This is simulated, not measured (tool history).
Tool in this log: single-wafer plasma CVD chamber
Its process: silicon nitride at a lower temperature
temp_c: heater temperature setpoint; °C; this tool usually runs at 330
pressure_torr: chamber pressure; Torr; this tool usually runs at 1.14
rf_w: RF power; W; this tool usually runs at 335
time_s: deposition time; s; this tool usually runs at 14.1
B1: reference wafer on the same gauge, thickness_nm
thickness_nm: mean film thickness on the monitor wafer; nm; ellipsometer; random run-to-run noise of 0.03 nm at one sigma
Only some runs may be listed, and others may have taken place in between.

Run 1, hour 0.0: usual settings; B1 20.287. Result: thickness_nm 16.578 nm.
Run 2, hour 14.3: usual settings; B1 20.294. Result: thickness_nm 16.505 nm.
Run 3, hour 32.0: usual settings; B1 20.288. Result: thickness_nm 16.528 nm.
Run 4, hour 39.1: usual settings; B1 20.305. Result: thickness_nm 16.518 nm.
Run 5, hour 48.7: usual settings; B1 20.293. Result: thickness_nm 16.469 nm.
Run 6, hour 55.5: usual settings; B1 20.304. Result: thickness_nm 16.445 nm.
At hour 63.7: showerhead replaced.
Run 7, hour 68.3: usual settings; B1 20.300. Result: thickness_nm 16.436 nm.
At hour 82.4: capacitance manometer re-zeroed and calibrated.
At hour 86.7: thermocouple changed; heater temperature recalibrated.
Run 8, hour 87.2: usual settings; B1 20.302. Result: thickness_nm 16.506 nm.
Run 9, hour 100.1: usual settings but rf_w 285 W; B1 20.295. Result: thickness_nm 15.165 nm.
At hour 107.7: gauge calibrated.
Run 10, hour 108.5: usual settings but rf_w 275 W, time_s 12.7 s; B1 20.313. Result: thickness_nm 13.369 nm.
Run 11, hour 119.4: usual settings; B1 20.298. Result: thickness_nm 16.408 nm.
At hour 132.2: RF generator calibrated.
Run 12, hour 132.7: usual settings but temp_c 339 °C; B1 20.299. Result: thickness_nm 17.017 nm.
Run 13, hour 139.6: usual settings but temp_c 340 °C; B1 20.301. Result: thickness_nm 16.976 nm.
Run 14, hour 155.4: usual settings but time_s 16.8 s; B1 20.295. Result: thickness_nm 20.277 nm.
Run 15, hour 170.0: usual settings; B1 20.304. Result: thickness_nm 17.040 nm.
Run 16, hour 177.2: usual settings but temp_c 342 °C; B1 20.304. Result: thickness_nm 16.878 nm.

Run-by-run hidden state of the tool:
wafer temperature above the value expected at the setpoint (K): 0 across all the runs
true pressure above the setpoint (%): 0 across all the runs
gauge reads high (%): 0 across all the runs
H1: delivered RF power above the setpoint (%)
run      H1
  1   -6.28
  2   -6.41
  3   -6.58
  4   -6.64
  5   -6.73
  6   -6.79
  7   -6.91
  8   -7.08
  9    -7.2
 10   -7.27
 11   -7.37
 12  -0.732
 13  -0.795
 14  -0.939
 15   -1.07
 16   -1.14
